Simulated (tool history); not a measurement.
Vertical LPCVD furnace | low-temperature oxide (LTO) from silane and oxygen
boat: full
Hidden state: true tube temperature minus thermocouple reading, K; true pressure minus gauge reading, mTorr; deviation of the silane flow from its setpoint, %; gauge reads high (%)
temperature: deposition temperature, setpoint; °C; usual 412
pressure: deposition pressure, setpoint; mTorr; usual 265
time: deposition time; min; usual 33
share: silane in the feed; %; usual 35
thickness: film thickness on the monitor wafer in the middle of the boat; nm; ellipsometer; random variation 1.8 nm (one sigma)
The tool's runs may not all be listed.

run,hour,temperature,pressure,time,share,wafers since the last listed run,hours since the last temperature calibration,hours since the pressure gauge was zeroed,hours since the silane flow controller was replaced,hours since the gauge calibration,"read-back reference wafer on the same gauge, thickness",thickness
1,0,412,265,28,35,0,2595.8,1151,2957.8,865.7,366.54,375.39
2,48.1,412,265,33,33,804,2643.9,1199.1,3005.9,913.8,366.98,410.2
3,110.6,412,265,33,33,1045,2706.4,1261.6,3068.4,976.3,366.82,410.54
4,171.1,412,265,33,35,1012,2766.9,1322.1,3128.9,1036.8,367.07,444.62
5,226,412,265,33,35,918,2821.8,1377,3183.8,1091.7,366.94,442.46
6,270.7,412,265,33,35,747,2866.5,1421.7,3228.5,1136.4,366.76,442.92
7,309.1,412,265,33,35,642,2904.9,1460.1,3266.9,1174.8,367.34,445.11
8,370.1,409,265,33,35,1020,2965.9,1521.1,3327.9,1235.8,367.61,428.16
9,423.1,409,265,33,35,886,3018.9,1574.1,3380.9,1288.8,366.89,431.13
10,472.4,409,265,33,35,824,3068.2,1623.4,3430.2,1338.1,366.75,429.06
# hour 547.2: silane flow controller replaced
11,547.7,412,265,43.5,35,858,3143.5,1698.7,0.5,1413.4,366.67,586.59
12,575.8,412,265,33,35,470,3171.6,1726.8,28.6,1441.5,367.41,441.9
13,617.9,414,265,33,35,704,3213.7,1768.9,70.7,1483.6,366.92,455.77
# hour 635.5: gauge calibrated
14,681.4,412,265,41.5,35,1062,3277.2,1832.4,134.2,45.9,367.11,560.36
# hour 757.8: thermocouples replaced and temperature profile calibrated
15,758.3,422,240,33,31,885,0.5,1909.3,211.1,122.8,366.95,363.77
16,798.4,412,265,26,35,670,40.6,1949.4,251.2,162.9,366.54,337.63
# hour 840.3: pressure gauge zeroed
17,840.8,412,265,33,35,307,83,0.5,293.6,205.3,366.64,429.52
18,894.2,412,265,29.5,42,893,136.4,53.9,347,258.7,366.56,480.77
19,944.9,412,295,38.5,35,848,187.1,104.6,397.7,309.4,366.66,559.29
20,1007,412,265,33,35,1038,249.2,166.7,459.8,371.5,367.67,431.16
21,1049.6,412,300,33,35,712,291.8,209.3,502.4,414.1,366.79,489.24
22,1106.7,412,245,33,33,955,348.9,266.4,559.5,471.2,367.41,369.83
23,1159.8,406,265,41.5,32,888,402,319.5,612.6,524.3,366.83,450.88
24,1368.5,412,265,33,35,3491,610.7,528.2,821.3,733,366.97,432.63
25,1398,412,265,43.5,35,493,640.2,557.7,850.8,762.5,366.64,576.36
26,1479.3,412,250,33,41,1360,721.5,639,932.1,843.8,366.52,498.98
27,1548.4,412,240,33,31,1156,790.6,708.1,1001.2,912.9,366.72,335.79
28,1575.7,412,265,33,35,456,817.9,735.4,1028.5,940.2,366.96,437.38
29,1635.8,412,290,33,40,1005,878,795.5,1088.6,1000.3,367.28,561.91
30,1779.1,412,265,27,30,2397,1021.3,938.8,1231.9,1143.6,367.92,292.13

Forecast each of these 5 alternatives for the next run:
A,1783.7,412,265,33,35,76,1025.9,943.4,1236.5,1148.2,?,?
B,1783.7,406,315,21,30,76,1025.9,943.4,1236.5,1148.2,?,?
C,1783.7,416,265,33,35,76,1025.9,943.4,1236.5,1148.2,?,?
D,1783.7,404,295,42,35,76,1025.9,943.4,1236.5,1148.2,?,?
E,1783.7,412,265,33,39,76,1025.9,943.4,1236.5,1148.2,?,?

run,"read-back reference wafer on the same gauge, thickness",thickness
A,367.29,439.21
B,367.29,251.49
C,367.29,458.55
D,367.29,569.76
E,367.29,502.05
Without the tool's hidden state the same runs would have given:
run,thickness
A,429.07
B,245.33
C,448.12
D,556.2
E,490.82

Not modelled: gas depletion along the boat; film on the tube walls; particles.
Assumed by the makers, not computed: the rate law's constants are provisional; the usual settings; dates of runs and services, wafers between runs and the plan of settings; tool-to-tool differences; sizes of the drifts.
